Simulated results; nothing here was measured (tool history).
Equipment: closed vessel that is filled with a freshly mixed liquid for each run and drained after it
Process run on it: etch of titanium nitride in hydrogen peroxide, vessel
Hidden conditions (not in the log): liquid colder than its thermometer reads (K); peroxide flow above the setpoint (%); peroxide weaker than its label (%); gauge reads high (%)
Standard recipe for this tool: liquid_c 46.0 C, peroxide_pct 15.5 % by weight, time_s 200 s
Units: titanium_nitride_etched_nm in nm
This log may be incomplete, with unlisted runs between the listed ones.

run	hour	liquid_c	peroxide_pct	time_s	wafers since the last listed run	hours since the thermometer was replaced	hours since the peroxide flow meter was replaced	hours since the drum of peroxide was connected	hours since the gauge calibration	read-back film thickness of the titanium nitride reference wafer, read on the same gauge (nm)	titanium_nitride_etched_nm
1	0.0	46.0	15.5	200	0	1094.3	268.1	11.8	372.7	79.98	4.66
2	34.6	46.0	14.5	200	2459	1128.9	302.7	46.4	407.3	79.98	4.65
3	71.8	46.0	15.5	120	2644	1166.1	339.9	83.6	444.5	79.97	2.79
4	109.7	46.0	15.5	120	2694	1204.0	377.8	121.5	482.4	80.05	2.81
5	135.0	46.0	15.5	200	1798	1229.3	403.1	146.8	507.7	80.01	4.67
6	187.3	46.0	15.5	200	3718	1281.6	455.4	199.1	560.0	80.02	4.64
7	256.4	46.0	15.5	200	4912	1350.7	524.5	268.2	629.1	79.98	4.69
# hour 282.8: new drum of peroxide connected
8	312.6	46.0	15.5	200	3924	1406.9	580.7	29.8	685.3	79.99	4.65
9	343.0	46.0	18.5	200	2161	1437.3	611.1	60.2	715.7	79.97	4.80
10	398.6	46.0	18.5	200	3953	1492.9	666.7	115.8	771.3	80.00	4.74
11	449.4	46.0	15.5	200	3611	1543.7	717.5	166.6	822.1	80.01	4.53
12	504.0	52.0	19.0	85	3881	1598.3	772.1	221.2	876.7	79.97	3.12
13	574.2	46.0	15.5	200	4991	1668.5	842.3	291.4	946.9	80.01	4.63
# hour 576.6: new drum of peroxide connected
# hour 611.3: thermometer replaced
# hour 622.6: gauge calibrated
14	640.2	40.0	18.5	100	4550	28.9	908.3	63.6	17.6	80.03	1.64
15	680.5	55.0	17.0	265	2865	69.2	948.6	103.9	57.9	79.98	12.56
16	718.8	42.5	17.5	200	2723	107.5	986.9	142.2	96.2	80.01	3.85
# hour 738.8: peroxide flow meter replaced
17	785.9	46.0	15.5	265	4699	174.6	47.1	209.3	163.3	80.01	6.47
# hour 864.3: new drum of peroxide connected
18	916.4	36.5	15.5	200	9207	305.1	177.6	52.1	293.8	79.98	2.36
19	962.5	38.0	17.0	165	3277	351.2	223.7	98.2	339.9	80.02	2.22
20	1034.4	46.0	15.5	200	5111	423.1	295.6	170.1	411.8	80.01	4.86
21	1079.6	38.0	20.0	200	3213	468.3	340.8	215.3	457.0	79.97	2.76
22	1129.6	40.0	16.5	110	3554	518.3	390.8	265.3	507.0	80.00	1.72

Give the tool's hidden conditions for every run:
peroxide flow above the setpoint (%): 0 in every run
peroxide weaker than its label (%): 0 in every run
gauge reads high (%): 0 in every run
H1: liquid colder than its thermometer reads (K)
run	H1
1	0.724
2	0.744
3	0.765
4	0.786
5	0.8
6	0.829
7	0.868
8	0.9
9	0.917
10	0.948
11	0.977
12	1.01
13	1.05
14	0.0262
15	0.0489
16	0.0704
17	0.108
18	0.181
19	0.207
20	0.248
21	0.273
22	0.301
